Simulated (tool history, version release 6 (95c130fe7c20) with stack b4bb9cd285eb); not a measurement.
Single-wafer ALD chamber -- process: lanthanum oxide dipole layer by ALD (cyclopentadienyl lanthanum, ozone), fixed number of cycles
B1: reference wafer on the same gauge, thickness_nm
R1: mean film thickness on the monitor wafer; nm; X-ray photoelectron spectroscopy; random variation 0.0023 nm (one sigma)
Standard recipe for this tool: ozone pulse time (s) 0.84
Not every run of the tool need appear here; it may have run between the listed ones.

Run 1, hour 0: usual settings but ozone pulse time (s) 0.62; B1 0.455. Result: R1 0.313 nm.
Run 2, hour 36.9: usual settings but ozone pulse time (s) 0.62; B1 0.455. Result: R1 0.313 nm.
Run 3, hour 100.4: usual settings; B1 0.454. Result: R1 0.43 nm.
At hour 103.7: gauge calibrated.
Run 4, hour 128.6: usual settings; B1 0.455. Result: R1 0.429 nm.
Run 5, hour 159.9: usual settings; B1 0.455. Result: R1 0.428 nm.
Run 6, hour 200.3: usual settings; B1 0.455. Result: R1 0.425 nm.
Run 7, hour 242.4: usual settings; B1 0.455. Result: R1 0.427 nm.
Run 8, hour 279.4: usual settings; B1 0.455. Result: R1 0.43 nm.
Run 9, hour 330.3: usual settings; B1 0.455. Result: R1 0.426 nm.
Run 10, hour 363.2: usual settings but ozone pulse time (s) 0.94; B1 0.455. Result: R1 0.455 nm.
Run 11, hour 407.1: usual settings; B1 0.455. Result: R1 0.425 nm.
At hour 415.3: thermocouple changed; heater temperature recalibrated.
At hour 439.7: ozone generator serviced.
Run 12, hour 440.2: usual settings but ozone pulse time (s) 1.05; B1 0.455. Result: R1 0.5 nm.
Run 13, hour 489.9: usual settings but ozone pulse time (s) 0.97; B1 0.455. Result: R1 0.485 nm.
Run 14, hour 547.7: usual settings but ozone pulse time (s) 0.66; B1 0.455. Result: R1 0.359 nm.
At hour 610.9: gauge calibrated.
Run 15, hour 613.8: usual settings but ozone pulse time (s) 0.94; B1 0.455. Result: R1 0.479 nm.
Run 16, hour 648.8: usual settings but ozone pulse time (s) 0.72; B1 0.455. Result: R1 0.395 nm.
At hour 752.5: showerhead replaced.
Run 17, hour 853.4: usual settings but ozone pulse time (s) 0.65; B1 0.455. Result: R1 0.346 nm.
Run 18, hour 902: usual settings but ozone pulse time (s) 1.06; B1 0.455. Result: R1 0.499 nm.
Run 19, hour 944.1: usual settings; B1 0.455. Result: R1 0.44 nm.

Alternative continuations, all from the tool just after run 19; predict every row:
Run A, hour 944.5: usual settings; B1 ?. Result: R1 ?.
Run B, hour 944.5: usual settings but ozone pulse time (s) 0.54; B1 ?. Result: R1 ?.
Run C, hour 944.5: usual settings but ozone pulse time (s) 0.95; B1 ?. Result: R1 ?.

run     B1     R1
  A  0.455  0.438
  B  0.455  0.254
  C  0.455  0.472
Without the tool's unlogged condition, the same runs would have read:
run     R1
  A  0.451
  B  0.268
  C  0.483

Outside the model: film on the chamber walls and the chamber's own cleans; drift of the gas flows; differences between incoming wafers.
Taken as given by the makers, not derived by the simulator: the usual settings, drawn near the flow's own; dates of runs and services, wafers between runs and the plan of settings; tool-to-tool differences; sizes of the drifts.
